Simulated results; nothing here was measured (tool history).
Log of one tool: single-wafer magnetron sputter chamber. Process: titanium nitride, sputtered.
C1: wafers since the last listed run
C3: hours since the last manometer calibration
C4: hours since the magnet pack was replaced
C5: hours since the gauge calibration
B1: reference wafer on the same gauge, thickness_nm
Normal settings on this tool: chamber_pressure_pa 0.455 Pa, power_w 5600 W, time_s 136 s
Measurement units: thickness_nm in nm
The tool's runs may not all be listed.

Run 1, day 0.000: usual settings; C1 0; wafers on the sputter target 1775; C3 927.6; C4 7944.9; C5 481.1; B1 133.068. Result: thickness_nm 130.409 nm.
Run 2, day 2.712: usual settings; C1 473; wafers on the sputter target 2249; C3 992.7; C4 8010.0; C5 546.2; B1 133.076. Result: thickness_nm 130.707 nm.
Run 3, day 6.454: usual settings; C1 653; wafers on the sputter target 2902; C3 1082.5; C4 8099.8; C5 636.0; B1 132.819. Result: thickness_nm 129.695 nm.
Run 4, day 9.971: usual settings; C1 613; wafers on the sputter target 3516; C3 1166.9; C4 8184.2; C5 720.4; B1 133.151. Result: thickness_nm 131.067 nm.
Run 5, day 11.583: usual settings but chamber_pressure_pa 0.353 Pa, time_s 155 s; C1 281; wafers on the sputter target 3798; C3 1205.6; C4 8222.9; C5 759.1; B1 132.956. Result: thickness_nm 158.348 nm.
Run 6, day 13.379: usual settings but chamber_pressure_pa 0.353 Pa, time_s 155 s; C1 313; wafers on the sputter target 4111; C3 1248.7; C4 8266.0; C5 802.2; B1 132.939. Result: thickness_nm 158.049 nm.
Run 7, day 17.125: usual settings but chamber_pressure_pa 0.353 Pa, time_s 155 s; C1 653; wafers on the sputter target 4765; C3 1338.6; C4 8355.9; C5 892.1; B1 133.164. Result: thickness_nm 157.236 nm.
At day 18.958: magnet pack replaced.
Run 8, day 19.621: usual settings; C1 377; wafers on the sputter target 5143; C3 1398.5; C4 15.9; C5 952.0; B1 133.097. Result: thickness_nm 128.924 nm.
Run 9, day 21.608: usual settings; C1 346; wafers on the sputter target 5490; C3 1446.2; C4 63.6; C5 999.7; B1 133.163. Result: thickness_nm 131.010 nm.
At day 24.342: capacitance manometer re-zeroed and calibrated.
Run 10, day 25.438: usual settings; C1 610; wafers on the sputter target 6100; C3 26.3; C4 155.5; C5 1091.6; B1 133.103. Result: thickness_nm 128.996 nm.
Run 11, day 27.517: usual settings; C1 362; wafers on the sputter target 6463; C3 76.2; C4 205.4; C5 1141.5; B1 132.654. Result: thickness_nm 129.212 nm.
Run 12, day 29.946: usual settings; C1 424; wafers on the sputter target 6887; C3 134.5; C4 263.7; C5 1199.8; B1 133.062. Result: thickness_nm 129.957 nm.
At day 33.350: gauge calibrated.
Run 13, day 33.533: usual settings; C1 626; wafers on the sputter target 7513; C3 220.6; C4 349.8; C5 4.4; B1 133.310. Result: thickness_nm 130.095 nm.
Run 14, day 35.296: usual settings; C1 307; wafers on the sputter target 7821; C3 262.9; C4 392.1; C5 46.7; B1 132.969. Result: thickness_nm 129.692 nm.
Run 15, day 38.362: usual settings but chamber_pressure_pa 0.403 Pa, time_s 155 s; C1 535; wafers on the sputter target 8356; C3 336.5; C4 465.7; C5 120.3; B1 133.024. Result: thickness_nm 153.820 nm.
At day 41.575: sputter target and shields replaced.
Run 16, day 41.817: usual settings but chamber_pressure_pa 0.393 Pa, power_w 4550 W, time_s 148 s; C1 544; wafers on the sputter target 42; C3 419.4; C4 548.6; C5 203.2; B1 132.951. Result: thickness_nm 119.955 nm.
Run 17, day 44.133: usual settings but chamber_pressure_pa 0.378 Pa, time_s 109 s; C1 404; wafers on the sputter target 446; C3 475.0; C4 604.2; C5 258.8; B1 132.988. Result: thickness_nm 108.104 nm.

Estimate the outcome of run 18 from the log above:
Run 18, day 45.817: usual settings but chamber_pressure_pa 0.393 Pa, power_w 4550 W, time_s 148 s; C1 293; wafers on the sputter target 740; C3 515.4; C4 644.6; C5 299.2; B1 ?. Result: thickness_nm ?.

B1: 132.990
thickness_nm: 119.496 nm
Take away the tool's hidden state, keep the run-to-run variation as it was, and the same run would have given thickness_nm 119.496 nm.

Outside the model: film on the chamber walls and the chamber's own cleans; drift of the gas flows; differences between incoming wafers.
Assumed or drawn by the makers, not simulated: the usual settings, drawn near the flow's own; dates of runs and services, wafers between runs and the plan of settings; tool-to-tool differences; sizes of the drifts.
